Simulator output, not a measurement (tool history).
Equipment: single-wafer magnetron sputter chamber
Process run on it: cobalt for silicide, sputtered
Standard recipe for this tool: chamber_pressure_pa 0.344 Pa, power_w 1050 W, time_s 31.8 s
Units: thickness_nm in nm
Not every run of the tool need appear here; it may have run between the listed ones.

run,day,chamber_pressure_pa,power_w,time_s,"read-back reference wafer on the same gauge, thickness_nm",thickness_nm
1,0.000,0.344,1050,31.8,15.684,15.706
2,2.104,0.344,1050,31.8,15.684,15.941
3,4.442,0.344,850,31.8,15.676,13.493
4,7.400,0.344,850,31.8,15.737,13.378
# day 8.321: sputter target and shields replaced
5,13.279,0.344,1050,31.8,15.731,15.804
6,15.579,0.344,1050,31.8,15.706,15.784
7,18.217,0.344,1050,31.8,15.697,15.841
# day 18.829: sputter target and shields replaced
# day 19.479: capacitance manometer re-zeroed and calibrated
8,20.708,0.344,1050,31.8,15.693,15.837
# day 21.454: gauge calibrated
9,23.667,0.344,1050,31.8,15.693,15.979
10,26.158,0.344,1050,31.8,15.672,15.876
11,28.646,0.344,1150,36.3,15.691,19.525
# day 30.000: sputter target and shields replaced
12,31.596,0.344,1050,31.8,15.726,15.935
13,33.871,0.344,1050,28.2,15.696,14.175
14,36.375,0.274,1050,31.8,15.678,16.307
15,38.904,0.344,1000,31.8,15.726,15.273
16,40.196,0.229,1150,29.7,15.700,16.628
# day 42.092: sputter target and shields replaced
17,42.758,0.344,1050,31.8,15.724,15.862
# day 43.246: magnet pack replaced
18,43.788,0.344,1050,31.8,15.691,15.728
19,46.017,0.344,1250,37.0,15.716,21.297
20,47.471,0.344,1250,37.0,15.735,21.344
21,48.879,0.240,1200,31.8,15.657,18.623
22,49.967,0.344,1050,34.0,15.670,17.095
23,51.783,0.344,1150,34.9,15.729,18.608
24,53.696,0.344,1050,34.0,15.692,16.944
# day 55.050: sputter target and shields replaced
25,56.438,0.384,1150,26.5,15.732,13.832

Each row is a separate what-if for the run after 25, all from the same tool condition, not one after another. Results?
A,56.454,0.344,1050,31.8,?,?
B,56.454,0.398,1050,31.8,?,?
C,56.454,0.253,900,35.4,?,?
D,56.454,0.344,1050,25.9,?,?

run,"read-back reference wafer on the same gauge, thickness_nm",thickness_nm
A,15.677,15.754
B,15.677,15.386
C,15.677,16.157
D,15.677,12.831
Without the tool's unlogged condition, the same runs would have read:
run,thickness_nm
A,15.754
B,15.386
C,16.157
D,12.831

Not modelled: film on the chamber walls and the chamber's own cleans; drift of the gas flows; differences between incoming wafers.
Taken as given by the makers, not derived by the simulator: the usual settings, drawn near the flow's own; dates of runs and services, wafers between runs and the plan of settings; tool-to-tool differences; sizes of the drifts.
